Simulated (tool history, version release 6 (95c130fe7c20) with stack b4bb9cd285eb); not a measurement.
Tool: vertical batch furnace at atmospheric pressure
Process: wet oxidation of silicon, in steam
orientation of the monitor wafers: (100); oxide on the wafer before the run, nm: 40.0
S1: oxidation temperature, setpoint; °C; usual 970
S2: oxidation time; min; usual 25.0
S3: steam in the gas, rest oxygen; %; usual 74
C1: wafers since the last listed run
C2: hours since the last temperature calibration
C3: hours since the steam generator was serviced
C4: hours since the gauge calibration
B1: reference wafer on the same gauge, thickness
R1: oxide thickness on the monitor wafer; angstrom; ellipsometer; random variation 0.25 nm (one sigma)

run   hour   S1    S2  S3   C1      C2      C3     C4      B1      R1
  1    0.0  970  25.0  74    0  1416.1  2277.8  112.2  140.00  1516.6
  2   13.5  970  28.0  74  165  1429.6  2291.3  125.7  140.02  1631.8
  3   29.2  970  28.0  74  192  1445.3  2307.0  141.4  140.00  1628.1
  4   36.7  970  25.0  74   92  1452.8  2314.5  148.9  139.99  1514.0
  5   52.9  970  25.0  74  198  1469.0  2330.7  165.1  139.98  1520.5
  6   61.7  970  25.0  74  107  1477.8  2339.5  173.9  140.04  1521.0
  7   72.4  970  25.0  74  131  1488.5  2350.2  184.6  139.98  1520.7
     110.1  -- thermocouples replaced and temperature profile calibrated
  8  110.6  977  25.0  77  174     0.5  2388.4  222.8  140.00  1579.2
  9  114.5  977  25.0  77   47     4.4  2392.3  226.7  140.02  1580.8
 10  118.4  977  25.0  77   47     8.3  2396.2  230.6  140.03  1583.1
 11  123.5  970  25.0  74   62    13.4  2401.3  235.7  140.02  1453.1
     182.1  -- steam generator serviced
 12  182.6  970  25.0  74  430    72.5     0.5  294.8  140.02  1451.7
 13  186.5  970  37.0  67   47    76.4     4.4  298.7  139.98  1773.7
 14  196.5  970  37.0  67  122    86.4    14.4  308.7  140.02  1766.8
 15  212.0  986  35.5  74  190   101.9    29.9  324.2  140.04  2091.4
 16  228.9  970  25.0  74  207   118.8    46.8  341.1  139.99  1454.3
 17  235.1  970  25.0  68   76   125.0    53.0  347.3  139.99  1379.7
 18  250.9  970  16.5  80  193   140.8    68.8  363.1  140.00  1171.5
     260.9  -- gauge calibrated
 19  276.6  970  16.5  74  315   166.5    94.5   15.7  140.00  1118.4
 20  291.2  959  15.0  74  179   181.1   109.1   30.3  140.01   971.9
 21  308.3  979  29.0  65  209   198.2   126.2   47.4  140.01  1587.8
 22  326.2  970  30.0  82  219   216.1   144.1   65.3  139.99  1759.9

Forecast each of these 4 alternatives for the next run:
  A  330.2  970  25.0  66  49  220.1  148.1  69.3   ?   ?
  B  330.2  957  32.5  74  49  220.1  148.1  69.3   ?   ?
  C  330.2  978  14.0  74  49  220.1  148.1  69.3   ?   ?
  D  330.2  970  25.0  79  49  220.1  148.1  69.3   ?   ?

run      B1      R1
  A  140.00  1355.7
  B  140.00  1556.7
  C  140.00  1082.0
  D  140.00  1524.2
Without the tool's hidden state the same runs would have given:
run      R1
  A  1347.7
  B  1547.1
  C  1076.0
  D  1515.1
